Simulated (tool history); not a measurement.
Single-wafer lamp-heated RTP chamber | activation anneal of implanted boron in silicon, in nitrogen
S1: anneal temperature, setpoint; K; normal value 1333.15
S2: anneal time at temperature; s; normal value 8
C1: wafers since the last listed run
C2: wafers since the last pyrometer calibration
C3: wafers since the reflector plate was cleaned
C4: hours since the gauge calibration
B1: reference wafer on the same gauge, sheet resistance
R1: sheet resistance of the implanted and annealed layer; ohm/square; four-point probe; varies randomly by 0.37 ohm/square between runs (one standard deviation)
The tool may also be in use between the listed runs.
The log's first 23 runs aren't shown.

run    hour       S1  S2   C1    C2     C3     C4      B1      R1
 24  1300.6  1333.15   8  942  6343   6560  275.5  269.94  243.73
     1372.4  -- pyrometer window cleaned and pyrometer calibrated
 25  1372.9  1304.15   6  914     7   7475  347.8  269.87  245.88
 26  1437.6  1350.15  12  919   927   8394  412.5  269.77  242.16
 27  1492.6  1311.15  11  781  1709   9176  467.5  269.89  244.87
 28  1556.7  1360.15   8  911  2620  10087  531.6  269.82  242.61
 29  1621.5  1321.15   6  921  3541  11009  596.4  270.18  245.56
 30  1679.6  1318.15   8  825  4367  11835  654.5  270.06  244.73
     1722.3  -- reflector plate cleaned
 31  1730.5  1333.15   8  609  4977    115  705.4  270.14  243.86
     1796.1  -- pyrometer window cleaned and pyrometer calibrated
 32  1796.6  1363.15  10  825     6    941  771.5  270.20  242.77
 33  1840.4  1305.15   8  622   629   1564  815.3  270.17  245.75
 34  1870.8  1323.15   5  432  1061   1996  845.7  270.45  245.26
 35  1907.1  1333.15   8  516  1577   2512  882.0  270.32  243.93

Here are 5 independent what-if runs from the current tool condition. What would each one return?
  A  1907.5  1333.15   8   5  1583  2518  882.4   ?   ?
  B  1907.5  1333.15   3   5  1583  2518  882.4   ?   ?
  C  1907.5  1361.15   6   5  1583  2518  882.4   ?   ?
  D  1907.5  1347.15   5   5  1583  2518  882.4   ?   ?
  E  1907.5  1345.15   8   5  1583  2518  882.4   ?   ?

run      B1      R1
  A  270.42  244.72
  B  270.42  246.30
  C  270.42  244.14
  D  270.42  244.96
  E  270.42  244.18
Stripped of hidden state, with their random variation kept, the same runs would have yielded:
run      R1
  A  244.37
  B  245.95
  C  243.80
  D  244.62
  E  243.84

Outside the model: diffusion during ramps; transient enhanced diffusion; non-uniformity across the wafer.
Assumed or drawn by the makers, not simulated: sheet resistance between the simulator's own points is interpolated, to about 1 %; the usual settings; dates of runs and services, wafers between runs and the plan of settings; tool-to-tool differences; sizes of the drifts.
